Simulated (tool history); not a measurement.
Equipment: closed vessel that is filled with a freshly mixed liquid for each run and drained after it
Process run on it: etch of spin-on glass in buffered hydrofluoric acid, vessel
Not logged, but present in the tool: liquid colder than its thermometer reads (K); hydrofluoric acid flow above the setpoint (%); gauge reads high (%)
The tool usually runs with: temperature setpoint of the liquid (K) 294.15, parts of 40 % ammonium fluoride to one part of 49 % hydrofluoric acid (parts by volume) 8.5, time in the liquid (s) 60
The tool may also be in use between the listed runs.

run	hour	temperature setpoint of the liquid (K)	parts of 40 % ammonium fluoride to one part of 49 % hydrofluoric acid (parts by volume)	time in the liquid (s)	wafers since the last listed run	hours since the thermometer was replaced	hours since the hydrofluoric acid flow meter was replaced	hours since the gauge calibration	read-back film thickness of the spin-on glass reference wafer, read on the same gauge (nm)	thickness taken off the spin-on glass on a monitor wafer (nm)
1	0.0	291.65	8.5	75	0	141.4	1352.0	1164.2	100.00	124.70
2	45.5	294.15	8.5	60	6068	186.9	1397.5	1209.7	99.99	114.43
3	104.7	294.15	8.5	60	7895	246.1	1456.7	1268.9	100.00	113.33
4	139.0	294.15	8.5	60	4574	280.4	1491.0	1303.2	100.00	113.85
5	186.2	294.15	8.5	60	6294	327.6	1538.2	1350.4	100.01	114.14
# hour 254.6: hydrofluoric acid flow meter replaced
6	255.8	295.65	6.5	60	9148	397.2	1.2	1420.0	99.99	161.84
7	321.8	295.65	6.5	60	8802	463.2	67.2	1486.0	99.99	160.68
8	354.7	296.65	6.0	60	4387	496.1	100.1	1518.9	100.01	182.57
9	390.0	296.65	6.0	60	4707	531.4	135.4	1554.2	100.01	182.36
10	429.6	296.65	6.0	60	5281	571.0	175.0	1593.8	100.01	180.88
11	471.0	294.15	8.5	60	5521	612.4	216.4	1635.2	99.98	111.95
12	509.8	294.15	8.5	60	5174	651.2	255.2	1674.0	100.01	111.57
13	553.7	297.65	8.5	30	5854	695.1	299.1	1717.9	100.01	67.24
14	579.0	294.15	8.5	50	3374	720.4	324.4	1743.2	100.02	93.02
15	648.2	298.65	7.5	60	9228	789.6	393.6	1812.4	99.99	162.15
16	710.6	294.15	8.5	60	8322	852.0	456.0	1874.8	100.01	110.14
17	757.1	291.65	8.5	50	6201	898.5	502.5	1921.3	99.99	80.17
# hour 779.4: thermometer replaced
18	791.7	296.65	6.5	60	4481	12.3	537.1	1955.9	99.99	174.01
# hour 823.4: gauge calibrated
19	823.8	292.15	5.5	60	4281	44.4	569.2	0.4	100.01	156.79
20	872.7	294.15	12.0	60	6521	93.3	618.1	49.3	99.98	84.03
21	904.4	294.15	8.5	60	4227	125.0	649.8	81.0	99.99	114.13
22	936.1	296.15	7.0	60	4227	156.7	681.5	112.7	100.01	157.31
23	1004.2	297.65	6.0	75	9082	224.8	749.6	180.8	99.99	241.78
24	1044.6	299.15	11.0	35	5387	265.2	790.0	221.2	99.99	69.50
25	1073.0	294.15	8.5	60	3787	293.6	818.4	249.6	99.98	112.69
26	1105.3	294.15	8.5	60	4307	325.9	850.7	281.9	100.01	112.85
27	1142.3	294.15	8.5	30	4934	362.9	887.7	318.9	99.99	56.80
28	1211.5	297.15	10.5	40	9228	432.1	956.9	388.1	100.01	74.22
29	1275.2	294.15	10.0	40	8495	495.8	1020.6	451.8	100.02	65.76
30	1328.4	294.15	11.0	60	7095	549.0	1073.8	505.0	100.00	89.69
31	1382.4	294.15	6.5	45	7201	603.0	1127.8	559.0	100.00	110.01
32	1428.4	294.15	8.5	60	6134	649.0	1173.8	605.0	100.01	110.76
33	1469.7	294.15	8.5	30	5507	690.3	1215.1	646.3	99.97	55.51
34	1522.1	297.15	11.0	30	6988	742.7	1267.5	698.7	100.01	52.29

The logged runs with the hidden state left out (each run's random variation unchanged):
run	thickness taken off the spin-on glass on a monitor wafer (nm)
1	125.83
2	115.77
3	115.04
4	115.76
5	116.39
6	165.63
7	165.07
8	187.84
9	188.03
10	186.92
11	116.01
12	115.88
13	69.93
14	96.99
15	169.50
16	115.68
17	84.51
18	175.16
19	158.12
20	84.97
21	115.60
22	159.65
23	246.29
24	70.94
25	115.29
26	115.65
27	58.34
28	76.48
29	68.04
30	93.06
31	114.51
32	115.61
33	58.07
34	54.81

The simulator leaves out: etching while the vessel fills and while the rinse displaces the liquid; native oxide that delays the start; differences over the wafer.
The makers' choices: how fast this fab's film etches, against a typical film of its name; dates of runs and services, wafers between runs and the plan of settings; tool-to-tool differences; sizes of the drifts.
